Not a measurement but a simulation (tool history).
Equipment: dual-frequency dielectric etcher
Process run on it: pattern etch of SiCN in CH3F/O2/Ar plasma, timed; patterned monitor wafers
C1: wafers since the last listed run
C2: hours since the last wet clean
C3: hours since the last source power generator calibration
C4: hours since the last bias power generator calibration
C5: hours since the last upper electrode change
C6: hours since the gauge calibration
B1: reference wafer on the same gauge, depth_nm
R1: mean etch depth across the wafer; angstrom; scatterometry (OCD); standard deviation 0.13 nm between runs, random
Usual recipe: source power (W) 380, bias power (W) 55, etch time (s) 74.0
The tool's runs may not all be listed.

{"run": 1, "hour": 0.0, "source power (W)": 380, "bias power (W)": 55, "etch time (s)": 74.0, "C1": 0, "C2": 450.3, "C3": 4377.0, "C4": 3562.9, "C5": 2903.4, "C6": 126.4, "B1": 21.19, "R1": 264.3}
{"run": 2, "hour": 14.7, "source power (W)": 380, "bias power (W)": 55, "etch time (s)": 74.0, "C1": 159, "C2": 465.0, "C3": 4391.7, "C4": 3577.6, "C5": 2918.1, "C6": 141.1, "B1": 21.16, "R1": 263.1}
{"run": 3, "hour": 21.8, "source power (W)": 380, "bias power (W)": 55, "etch time (s)": 68.5, "C1": 76, "C2": 472.1, "C3": 4398.8, "C4": 3584.7, "C5": 2925.2, "C6": 148.2, "B1": 21.21, "R1": 247.0}
{"run": 4, "hour": 37.5, "source power (W)": 380, "bias power (W)": 55, "etch time (s)": 68.5, "C1": 170, "C2": 487.8, "C3": 4414.5, "C4": 3600.4, "C5": 2940.9, "C6": 163.9, "B1": 21.17, "R1": 243.6}
{"run": 5, "hour": 53.0, "source power (W)": 380, "bias power (W)": 55, "etch time (s)": 74.0, "C1": 168, "C2": 503.3, "C3": 4430.0, "C4": 3615.9, "C5": 2956.4, "C6": 179.4, "B1": 21.19, "R1": 264.7}
{"run": 6, "hour": 67.5, "source power (W)": 380, "bias power (W)": 55, "etch time (s)": 74.0, "C1": 157, "C2": 517.8, "C3": 4444.5, "C4": 3630.4, "C5": 2970.9, "C6": 193.9, "B1": 21.17, "R1": 264.6}
{"run": 7, "hour": 81.2, "source power (W)": 380, "bias power (W)": 55, "etch time (s)": 74.0, "C1": 148, "C2": 531.5, "C3": 4458.2, "C4": 3644.1, "C5": 2984.6, "C6": 207.6, "B1": 21.21, "R1": 264.1}
{"run": 8, "hour": 97.3, "source power (W)": 430, "bias power (W)": 55, "etch time (s)": 74.0, "C1": 174, "C2": 547.6, "C3": 4474.3, "C4": 3660.2, "C5": 3000.7, "C6": 223.7, "B1": 21.17, "R1": 278.3}
{"hour": 103.8, "done": "bias power generator calibrated"}
{"run": 9, "hour": 105.4, "source power (W)": 430, "bias power (W)": 55, "etch time (s)": 74.0, "C1": 44, "C2": 555.7, "C3": 4482.4, "C4": 1.6, "C5": 3008.8, "C6": 231.8, "B1": 21.16, "R1": 275.7}
{"hour": 110.0, "done": "source power generator calibrated"}
{"hour": 136.3, "done": "wet clean of the chamber"}
{"hour": 157.9, "done": "upper electrode replaced"}
{"run": 10, "hour": 158.4, "source power (W)": 430, "bias power (W)": 55, "etch time (s)": 74.0, "C1": 35, "C2": 22.1, "C3": 48.4, "C4": 54.6, "C5": 0.5, "C6": 284.8, "B1": 21.22, "R1": 263.9}
{"run": 11, "hour": 158.8, "source power (W)": 380, "bias power (W)": 55, "etch time (s)": 74.0, "C1": 4, "C2": 22.5, "C3": 48.8, "C4": 55.0, "C5": 0.9, "C6": 285.2, "B1": 21.18, "R1": 254.1}
{"run": 12, "hour": 159.1, "source power (W)": 380, "bias power (W)": 55, "etch time (s)": 74.0, "C1": 3, "C2": 22.8, "C3": 49.1, "C4": 55.3, "C5": 1.2, "C6": 285.5, "B1": 21.2, "R1": 255.9}
{"run": 13, "hour": 159.5, "source power (W)": 420, "bias power (W)": 55, "etch time (s)": 74.0, "C1": 4, "C2": 23.2, "C3": 49.5, "C4": 55.7, "C5": 1.6, "C6": 285.9, "B1": 21.21, "R1": 261.6}
{"run": 14, "hour": 159.8, "source power (W)": 340, "bias power (W)": 55, "etch time (s)": 74.0, "C1": 3, "C2": 23.5, "C3": 49.8, "C4": 56.0, "C5": 1.9, "C6": 286.2, "B1": 21.21, "R1": 246.7}
{"run": 15, "hour": 172.7, "source power (W)": 380, "bias power (W)": 55, "etch time (s)": 74.0, "C1": 139, "C2": 36.4, "C3": 62.7, "C4": 68.9, "C5": 14.8, "C6": 299.1, "B1": 21.21, "R1": 254.6}
{"run": 16, "hour": 188.3, "source power (W)": 380, "bias power (W)": 55, "etch time (s)": 74.0, "C1": 169, "C2": 52.0, "C3": 78.3, "C4": 84.5, "C5": 30.4, "C6": 314.7, "B1": 21.21, "R1": 252.7}
{"run": 17, "hour": 203.9, "source power (W)": 380, "bias power (W)": 55, "etch time (s)": 74.0, "C1": 169, "C2": 67.6, "C3": 93.9, "C4": 100.1, "C5": 46.0, "C6": 330.3, "B1": 21.19, "R1": 254.8}
{"run": 18, "hour": 210.6, "source power (W)": 300, "bias power (W)": 55, "etch time (s)": 62.5, "C1": 72, "C2": 74.3, "C3": 100.6, "C4": 106.8, "C5": 52.7, "C6": 337.0, "B1": 21.24, "R1": 202.4}
{"hour": 222.1, "done": "gauge calibrated"}
{"run": 19, "hour": 223.8, "source power (W)": 320, "bias power (W)": 63, "etch time (s)": 74.0, "C1": 143, "C2": 87.5, "C3": 113.8, "C4": 120.0, "C5": 65.9, "C6": 1.7, "B1": 21.23, "R1": 254.5}
{"run": 20, "hour": 237.3, "source power (W)": 380, "bias power (W)": 55, "etch time (s)": 74.0, "C1": 146, "C2": 101.0, "C3": 127.3, "C4": 133.5, "C5": 79.4, "C6": 15.2, "B1": 21.2, "R1": 257.0}
{"run": 21, "hour": 248.0, "source power (W)": 350, "bias power (W)": 55, "etch time (s)": 74.0, "C1": 116, "C2": 111.7, "C3": 138.0, "C4": 144.2, "C5": 90.1, "C6": 25.9, "B1": 21.23, "R1": 250.9}
{"run": 22, "hour": 260.9, "source power (W)": 460, "bias power (W)": 60, "etch time (s)": 63.5, "C1": 139, "C2": 124.6, "C3": 150.9, "C4": 157.1, "C5": 103.0, "C6": 38.8, "B1": 21.21, "R1": 242.1}
{"run": 23, "hour": 267.3, "source power (W)": 380, "bias power (W)": 55, "etch time (s)": 74.0, "C1": 69, "C2": 131.0, "C3": 157.3, "C4": 163.5, "C5": 109.4, "C6": 45.2, "B1": 21.21, "R1": 258.7}
{"run": 24, "hour": 282.7, "source power (W)": 380, "bias power (W)": 55, "etch time (s)": 92.0, "C1": 166, "C2": 146.4, "C3": 172.7, "C4": 178.9, "C5": 124.8, "C6": 60.6, "B1": 21.18, "R1": 321.4}
{"run": 25, "hour": 294.6, "source power (W)": 380, "bias power (W)": 48, "etch time (s)": 74.0, "C1": 129, "C2": 158.3, "C3": 184.6, "C4": 190.8, "C5": 136.7, "C6": 72.5, "B1": 21.19, "R1": 244.1}
{"run": 26, "hour": 303.2, "source power (W)": 440, "bias power (W)": 55, "etch time (s)": 74.0, "C1": 93, "C2": 166.9, "C3": 193.2, "C4": 199.4, "C5": 145.3, "C6": 81.1, "B1": 21.21, "R1": 267.5}
{"run": 27, "hour": 318.2, "source power (W)": 340, "bias power (W)": 47, "etch time (s)": 82.5, "C1": 162, "C2": 181.9, "C3": 208.2, "C4": 214.4, "C5": 160.3, "C6": 96.1, "B1": 21.23, "R1": 264.0}

Predict each of these 5 candidate next runs independently; none follows another, all start after run 27:
{"run": "A", "hour": 318.6, "source power (W)": 410, "bias power (W)": 55, "etch time (s)": 74.0, "C1": 4, "C2": 182.3, "C3": 208.6, "C4": 214.8, "C5": 160.7, "C6": 96.5, "B1": "?", "R1": "?"}
{"run": "B", "hour": 318.6, "source power (W)": 380, "bias power (W)": 55, "etch time (s)": 55.0, "C1": 4, "C2": 182.3, "C3": 208.6, "C4": 214.8, "C5": 160.7, "C6": 96.5, "B1": "?", "R1": "?"}
{"run": "C", "hour": 318.6, "source power (W)": 450, "bias power (W)": 55, "etch time (s)": 88.0, "C1": 4, "C2": 182.3, "C3": 208.6, "C4": 214.8, "C5": 160.7, "C6": 96.5, "B1": "?", "R1": "?"}
{"run": "D", "hour": 318.6, "source power (W)": 380, "bias power (W)": 55, "etch time (s)": 59.0, "C1": 4, "C2": 182.3, "C3": 208.6, "C4": 214.8, "C5": 160.7, "C6": 96.5, "B1": "?", "R1": "?"}
{"run": "E", "hour": 318.6, "source power (W)": 380, "bias power (W)": 63, "etch time (s)": 64.5, "C1": 4, "C2": 182.3, "C3": 208.6, "C4": 214.8, "C5": 160.7, "C6": 96.5, "B1": "?", "R1": "?"}

run=A B1=21.21 R1=261.0
run=B B1=21.21 R1=189.8
run=C B1=21.21 R1=319.1
run=D B1=21.21 R1=203.6
run=E B1=21.21 R1=233.2
What these runs would have given with no unlogged condition in the tool:
run=A R1=255.4
run=B R1=185.7
run=C R1=312.3
run=D R1=199.2
run=E R1=228.2

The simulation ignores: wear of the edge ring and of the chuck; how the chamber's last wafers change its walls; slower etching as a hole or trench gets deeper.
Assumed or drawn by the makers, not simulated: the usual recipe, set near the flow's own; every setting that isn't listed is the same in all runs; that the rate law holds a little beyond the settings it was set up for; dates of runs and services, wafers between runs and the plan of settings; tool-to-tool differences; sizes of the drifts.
